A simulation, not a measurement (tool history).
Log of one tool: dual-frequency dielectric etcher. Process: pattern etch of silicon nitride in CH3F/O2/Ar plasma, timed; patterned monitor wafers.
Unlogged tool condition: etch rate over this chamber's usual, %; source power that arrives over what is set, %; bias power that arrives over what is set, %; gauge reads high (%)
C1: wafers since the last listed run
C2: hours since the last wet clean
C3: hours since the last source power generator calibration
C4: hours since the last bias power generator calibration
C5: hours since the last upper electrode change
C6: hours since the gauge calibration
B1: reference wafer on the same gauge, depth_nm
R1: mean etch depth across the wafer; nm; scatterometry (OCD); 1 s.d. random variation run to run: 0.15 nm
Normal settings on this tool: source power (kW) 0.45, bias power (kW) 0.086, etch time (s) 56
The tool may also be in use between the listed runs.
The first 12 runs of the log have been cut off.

{"hour": 600.2, "done": "wet clean of the chamber"}
{"run": 13, "hour": 600.7, "source power (kW)": 0.45, "bias power (kW)": 0.086, "etch time (s)": 56, "C1": 657, "C2": 0.5, "C3": 396.5, "C4": 3056.1, "C5": 693.6, "C6": 654.1, "B1": 37.33, "R1": 41.76}
{"run": 14, "hour": 622.6, "source power (kW)": 0.45, "bias power (kW)": 0.1, "etch time (s)": 46.5, "C1": 318, "C2": 22.4, "C3": 418.4, "C4": 3078, "C5": 715.5, "C6": 676, "B1": 37.36, "R1": 36.66}
{"run": 15, "hour": 647.6, "source power (kW)": 0.45, "bias power (kW)": 0.086, "etch time (s)": 51, "C1": 363, "C2": 47.4, "C3": 443.4, "C4": 3103, "C5": 740.5, "C6": 701, "B1": 37.31, "R1": 38.06}
{"run": 16, "hour": 710.3, "source power (kW)": 0.45, "bias power (kW)": 0.074, "etch time (s)": 56, "C1": 911, "C2": 110.1, "C3": 506.1, "C4": 3165.7, "C5": 803.2, "C6": 763.7, "B1": 37.27, "R1": 39.49}
{"run": 17, "hour": 745.7, "source power (kW)": 0.45, "bias power (kW)": 0.086, "etch time (s)": 56, "C1": 514, "C2": 145.5, "C3": 541.5, "C4": 3201.1, "C5": 838.6, "C6": 799.1, "B1": 37.27, "R1": 41.74}
{"run": 18, "hour": 809.7, "source power (kW)": 0.45, "bias power (kW)": 0.086, "etch time (s)": 56, "C1": 930, "C2": 209.5, "C3": 605.5, "C4": 3265.1, "C5": 902.6, "C6": 863.1, "B1": 37.25, "R1": 41.35}
{"run": 19, "hour": 864.2, "source power (kW)": 0.45, "bias power (kW)": 0.086, "etch time (s)": 60.5, "C1": 792, "C2": 264, "C3": 660, "C4": 3319.6, "C5": 957.1, "C6": 917.6, "B1": 37.24, "R1": 44.7}
{"hour": 906.0, "done": "bias power generator calibrated"}
{"run": 20, "hour": 930.7, "source power (kW)": 0.45, "bias power (kW)": 0.104, "etch time (s)": 64.5, "C1": 909, "C2": 330.5, "C3": 726.5, "C4": 24.7, "C5": 1023.6, "C6": 984.1, "B1": 37.28, "R1": 52.78}
{"run": 21, "hour": 983.9, "source power (kW)": 0.45, "bias power (kW)": 0.069, "etch time (s)": 56, "C1": 773, "C2": 383.7, "C3": 779.7, "C4": 77.9, "C5": 1076.8, "C6": 1037.3, "B1": 37.32, "R1": 39.58}
{"run": 22, "hour": 1008.1, "source power (kW)": 0.5, "bias power (kW)": 0.092, "etch time (s)": 67.5, "C1": 351, "C2": 407.9, "C3": 803.9, "C4": 102.1, "C5": 1101, "C6": 1061.5, "B1": 37.31, "R1": 54.28}
{"run": 23, "hour": 1080.0, "source power (kW)": 0.36, "bias power (kW)": 0.099, "etch time (s)": 50.5, "C1": 1045, "C2": 479.8, "C3": 875.8, "C4": 174, "C5": 1172.9, "C6": 1133.4, "B1": 37.3, "R1": 37.78}
{"run": 24, "hour": 1150.5, "source power (kW)": 0.45, "bias power (kW)": 0.086, "etch time (s)": 68.5, "C1": 1025, "C2": 550.3, "C3": 946.3, "C4": 244.5, "C5": 1243.4, "C6": 1203.9, "B1": 37.29, "R1": 52.07}
{"hour": 1182.7, "done": "gauge calibrated"}
{"run": 25, "hour": 1211.3, "source power (kW)": 0.45, "bias power (kW)": 0.086, "etch time (s)": 66.5, "C1": 884, "C2": 611.1, "C3": 1007.1, "C4": 305.3, "C5": 1304.2, "C6": 28.6, "B1": 37.34, "R1": 50.74}
{"hour": 1289.5, "done": "wet clean of the chamber"}
{"run": 26, "hour": 1290.0, "source power (kW)": 0.42, "bias power (kW)": 0.106, "etch time (s)": 45, "C1": 795, "C2": 0.5, "C3": 1085.8, "C4": 384, "C5": 1382.9, "C6": 107.3, "B1": 37.33, "R1": 36.09}
{"run": 27, "hour": 1335.3, "source power (kW)": 0.52, "bias power (kW)": 0.067, "etch time (s)": 50, "C1": 658, "C2": 45.8, "C3": 1131.1, "C4": 429.3, "C5": 1428.2, "C6": 152.6, "B1": 37.3, "R1": 36.64}
{"run": 28, "hour": 1374.6, "source power (kW)": 0.45, "bias power (kW)": 0.086, "etch time (s)": 65.5, "C1": 571, "C2": 85.1, "C3": 1170.4, "C4": 468.6, "C5": 1467.5, "C6": 191.9, "B1": 37.38, "R1": 49.87}
{"run": 29, "hour": 1430.0, "source power (kW)": 0.35, "bias power (kW)": 0.073, "etch time (s)": 63.5, "C1": 805, "C2": 140.5, "C3": 1225.8, "C4": 524, "C5": 1522.9, "C6": 247.3, "B1": 37.34, "R1": 42.41}
{"run": 30, "hour": 1486.2, "source power (kW)": 0.53, "bias power (kW)": 0.086, "etch time (s)": 51.5, "C1": 817, "C2": 196.7, "C3": 1282, "C4": 580.2, "C5": 1579.1, "C6": 303.5, "B1": 37.32, "R1": 41.2}

4 ways to go on from here, each from the tool as it stands after run 30. What would each give?
{"run": "A", "hour": 1486.6, "source power (kW)": 0.45, "bias power (kW)": 0.079, "etch time (s)": 56, "C1": 5, "C2": 197.1, "C3": 1282.4, "C4": 580.6, "C5": 1579.5, "C6": 303.9, "B1": "?", "R1": "?"}
{"run": "B", "hour": 1486.6, "source power (kW)": 0.52, "bias power (kW)": 0.078, "etch time (s)": 69.5, "C1": 5, "C2": 197.1, "C3": 1282.4, "C4": 580.6, "C5": 1579.5, "C6": 303.9, "B1": "?", "R1": "?"}
{"run": "C", "hour": 1486.6, "source power (kW)": 0.45, "bias power (kW)": 0.1, "etch time (s)": 56, "C1": 5, "C2": 197.1, "C3": 1282.4, "C4": 580.6, "C5": 1579.5, "C6": 303.9, "B1": "?", "R1": "?"}
{"run": "D", "hour": 1486.6, "source power (kW)": 0.41, "bias power (kW)": 0.094, "etch time (s)": 56, "C1": 5, "C2": 197.1, "C3": 1282.4, "C4": 580.6, "C5": 1579.5, "C6": 303.9, "B1": "?", "R1": "?"}

run=A B1=37.26 R1=41.12
run=B B1=37.26 R1=53.15
run=C B1=37.26 R1=44.73
run=D B1=37.26 R1=42.53
Stripped of hidden state, with their random variation kept, the same runs would have yielded:
run=A R1=41.06
run=B R1=53.08
run=C R1=44.66
run=D R1=42.47
